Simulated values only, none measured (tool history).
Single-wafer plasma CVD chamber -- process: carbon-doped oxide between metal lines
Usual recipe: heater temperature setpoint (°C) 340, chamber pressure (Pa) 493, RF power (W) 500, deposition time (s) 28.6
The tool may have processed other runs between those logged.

run     day  heater temperature setpoint (°C)  chamber pressure (Pa)  RF power (W)  deposition time (s)  read-back reference wafer on the same gauge, thickness_nm  mean film thickness on the monitor wafer (nm)
  1       0                               340                    493           500                 28.6                                                    154.018                                        139.105
  2    0.25                               340                    493           500                 28.6                                                    154.004                                        139.022
  3   0.642                               340                    493           500                 28.6                                                    153.992                                        138.743
  4   1.229                               340                    493           500                 28.6                                                    153.956                                        138.729
  5   1.971                               340                    493           500                 28.6                                                     153.99                                        138.164
  6   2.254                               340                    493           500                 28.6                                                    154.091                                        138.741
  7   2.688                               340                    411           500                 28.6                                                    153.978                                        134.935
  8   2.971                               340                    411           500                 28.6                                                     153.89                                        134.192
  9   3.383                               340                    411           500                 28.6                                                    153.925                                        134.539
      3.896  -- showerhead replaced
      4.275  -- capacitance manometer re-zeroed and calibrated
 10   4.296                               328                    493           500                 28.6                                                    154.076                                        145.222
 11   5.612                               328                    493           500                 28.6                                                     154.05                                        144.284
 12   5.929                               328                    493           500                 28.6                                                    154.097                                        143.825
      6.275  -- thermocouple changed; heater temperature recalibrated
      6.646  -- RF generator calibrated
 13   6.667                               340                    493           500                 28.6                                                    153.845                                        143.851
      7.138  -- gauge calibrated
 14   7.175                               354                    381           500                 33.8                                                    154.027                                        156.286
 15   7.738                               334                    493           550                 31.3                                                     153.96                                        167.752
 16   8.329                               340                    493           500                 28.6                                                    154.028                                        143.758
 17   8.592                               340                    493           500                 28.6                                                    153.898                                        143.526
 18   8.858                               349                    429           550                 32.7                                                    154.041                                         162.14
 19   9.521                               340                    493           580                 28.6                                                    154.006                                        153.908
 20  10.808                               340                    460           500                 33.7                                                     153.99                                        166.274
 21  11.183                               333                    493           500                 28.6                                                    153.989                                        147.213
 22  11.696                               340                    493           500                 30.1                                                    153.842                                        150.497
 23  12.292                               329                    379           435                 32.3                                                    154.067                                        151.156
 24  12.704                               340                    493           500                 28.6                                                    154.011                                         143.16

Branching from run 24: 4 alternative next runs. What would each branch give?
  A  12.721                               340                    493           500                 28.6                                                          ?                                              ?
  B  12.721                               354                    493           465                 33.9                                                          ?                                              ?
  C  12.721                               329                    547           560                 26.4                                                          ?                                              ?
  D  12.721                               345                    572           560                 30.6                                                          ?                                              ?

run  read-back reference wafer on the same gauge, thickness_nm  mean film thickness on the monitor wafer (nm)
  A                                                    153.973                                        142.976
  B                                                    153.973                                        156.272
  C                                                    153.973                                        148.342
  D                                                    153.973                                        163.512
Without the tool's unlogged condition, the same runs would have read:
run  mean film thickness on the monitor wafer (nm)
  A                                        143.892
  B                                        157.273
  C                                        149.275
  D                                         164.54
